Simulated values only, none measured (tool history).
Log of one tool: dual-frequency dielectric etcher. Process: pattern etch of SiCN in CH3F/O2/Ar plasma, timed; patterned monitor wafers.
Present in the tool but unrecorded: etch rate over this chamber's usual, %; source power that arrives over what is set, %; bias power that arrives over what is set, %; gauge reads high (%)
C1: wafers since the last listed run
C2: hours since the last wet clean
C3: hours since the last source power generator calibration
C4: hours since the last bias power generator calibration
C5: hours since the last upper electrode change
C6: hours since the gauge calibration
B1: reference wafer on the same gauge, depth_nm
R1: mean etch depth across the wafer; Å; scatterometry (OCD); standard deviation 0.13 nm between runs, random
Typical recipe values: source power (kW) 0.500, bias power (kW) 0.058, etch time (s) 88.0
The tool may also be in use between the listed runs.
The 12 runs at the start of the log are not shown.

run 13 hour=882.2 | source_power_(kW)=0.450 bias_power_(kW)=0.065 etch_time_(s)=69.0 | C1=639 C2=208.2 C3=1507.3 C4=4122.8 C5=2731.4 C6=391.8 | B1=32.90 | R1=271.8
run 14 hour=921.1 | source_power_(kW)=0.500 bias_power_(kW)=0.050 etch_time_(s)=68.5 | C1=357 C2=247.1 C3=1546.2 C4=4161.7 C5=2770.3 C6=430.7 | B1=32.94 | R1=256.6
run 15 hour=1021.3 | source_power_(kW)=0.500 bias_power_(kW)=0.058 etch_time_(s)=88.0 | C1=920 C2=347.3 C3=1646.4 C4=4261.9 C5=2870.5 C6=530.9 | B1=32.89 | R1=345.8
run 16 hour=1108.5 | source_power_(kW)=0.460 bias_power_(kW)=0.047 etch_time_(s)=69.5 | C1=800 C2=434.5 C3=1733.6 C4=4349.1 C5=2957.7 C6=618.1 | B1=32.86 | R1=246.0
run 17 hour=1169.1 | source_power_(kW)=0.460 bias_power_(kW)=0.044 etch_time_(s)=67.0 | C1=556 C2=495.1 C3=1794.2 C4=4409.7 C5=3018.3 C6=678.7 | B1=32.85 | R1=229.0
run 18 hour=1263.6 | source_power_(kW)=0.430 bias_power_(kW)=0.062 etch_time_(s)=105.0 | C1=867 C2=589.6 C3=1888.7 C4=4504.2 C5=3112.8 C6=773.2 | B1=32.90 | R1=395.5
run 19 hour=1321.9 | source_power_(kW)=0.500 bias_power_(kW)=0.058 etch_time_(s)=104.0 | C1=535 C2=647.9 C3=1947.0 C4=4562.5 C5=3171.1 C6=831.5 | B1=32.91 | R1=407.6
-- hour=1364.3 upper electrode replaced
-- hour=1371.2 source power generator calibrated
-- hour=1391.5 wet clean of the chamber
run 20 hour=1557.3 | source_power_(kW)=0.500 bias_power_(kW)=0.067 etch_time_(s)=104.5 | C1=1718 C2=165.8 C3=186.1 C4=4797.9 C5=193.0 C6=1066.9 | B1=32.94 | R1=432.0
run 21 hour=1654.5 | source_power_(kW)=0.460 bias_power_(kW)=0.047 etch_time_(s)=69.5 | C1=892 C2=263.0 C3=283.3 C4=4895.1 C5=290.2 C6=1164.1 | B1=32.86 | R1=241.7
-- hour=1859.8 bias power generator calibrated
run 22 hour=1938.3 | source_power_(kW)=0.500 bias_power_(kW)=0.058 etch_time_(s)=88.0 | C1=2569 C2=546.8 C3=567.1 C4=78.5 C5=574.0 C6=1447.9 | B1=32.92 | R1=353.2
-- hour=1980.2 wet clean of the chamber
run 23 hour=2008.4 | source_power_(kW)=0.500 bias_power_(kW)=0.058 etch_time_(s)=71.5 | C1=423 C2=28.2 C3=637.2 C4=148.6 C5=644.1 C6=1518.0 | B1=32.89 | R1=288.5
run 24 hour=2067.6 | source_power_(kW)=0.550 bias_power_(kW)=0.048 etch_time_(s)=88.0 | C1=543 C2=87.4 C3=696.4 C4=207.8 C5=703.3 C6=1577.2 | B1=32.88 | R1=343.6
run 25 hour=2149.1 | source_power_(kW)=0.560 bias_power_(kW)=0.069 etch_time_(s)=73.5 | C1=748 C2=168.9 C3=777.9 C4=289.3 C5=784.8 C6=1658.7 | B1=32.87 | R1=330.7
run 26 hour=2254.0 | source_power_(kW)=0.500 bias_power_(kW)=0.065 etch_time_(s)=110.0 | C1=963 C2=273.8 C3=882.8 C4=394.2 C5=889.7 C6=1763.6 | B1=32.94 | R1=454.9
run 27 hour=2302.0 | source_power_(kW)=0.380 bias_power_(kW)=0.072 etch_time_(s)=88.0 | C1=440 C2=321.8 C3=930.8 C4=442.2 C5=937.7 C6=1811.6 | B1=32.90 | R1=337.7
run 28 hour=2405.1 | source_power_(kW)=0.500 bias_power_(kW)=0.058 etch_time_(s)=88.0 | C1=946 C2=424.9 C3=1033.9 C4=545.3 C5=1040.8 C6=1914.7 | B1=32.92 | R1=350.0
-- hour=2464.0 gauge calibrated
run 29 hour=2478.2 | source_power_(kW)=0.400 bias_power_(kW)=0.071 etch_time_(s)=75.0 | C1=671 C2=498.0 C3=1107.0 C4=618.4 C5=1113.9 C6=14.2 | B1=32.91 | R1=291.6
run 30 hour=2564.6 | source_power_(kW)=0.500 bias_power_(kW)=0.069 etch_time_(s)=88.0 | C1=793 C2=584.4 C3=1193.4 C4=704.8 C5=1200.3 C6=100.6 | B1=32.90 | R1=376.5

Alternative continuations, all from the tool just after run 30; predict every row:
run A hour=2565.0 | source_power_(kW)=0.500 bias_power_(kW)=0.058 etch_time_(s)=95.5 | C1=3 C2=584.8 C3=1193.8 C4=705.2 C5=1200.7 C6=101.0 | B1=? | R1=?
run B hour=2565.0 | source_power_(kW)=0.410 bias_power_(kW)=0.063 etch_time_(s)=63.5 | C1=3 C2=584.8 C3=1193.8 C4=705.2 C5=1200.7 C6=101.0 | B1=? | R1=?
run C hour=2565.0 | source_power_(kW)=0.550 bias_power_(kW)=0.058 etch_time_(s)=80.0 | C1=3 C2=584.8 C3=1193.8 C4=705.2 C5=1200.7 C6=101.0 | B1=? | R1=?

run=A B1=32.91 R1=383.2
run=B B1=32.91 R1=240.3
run=C B1=32.91 R1=334.8
Stripped of hidden state, with their random variation kept, the same runs would have yielded:
run=A R1=383.7
run=B R1=240.6
run=C R1=335.3
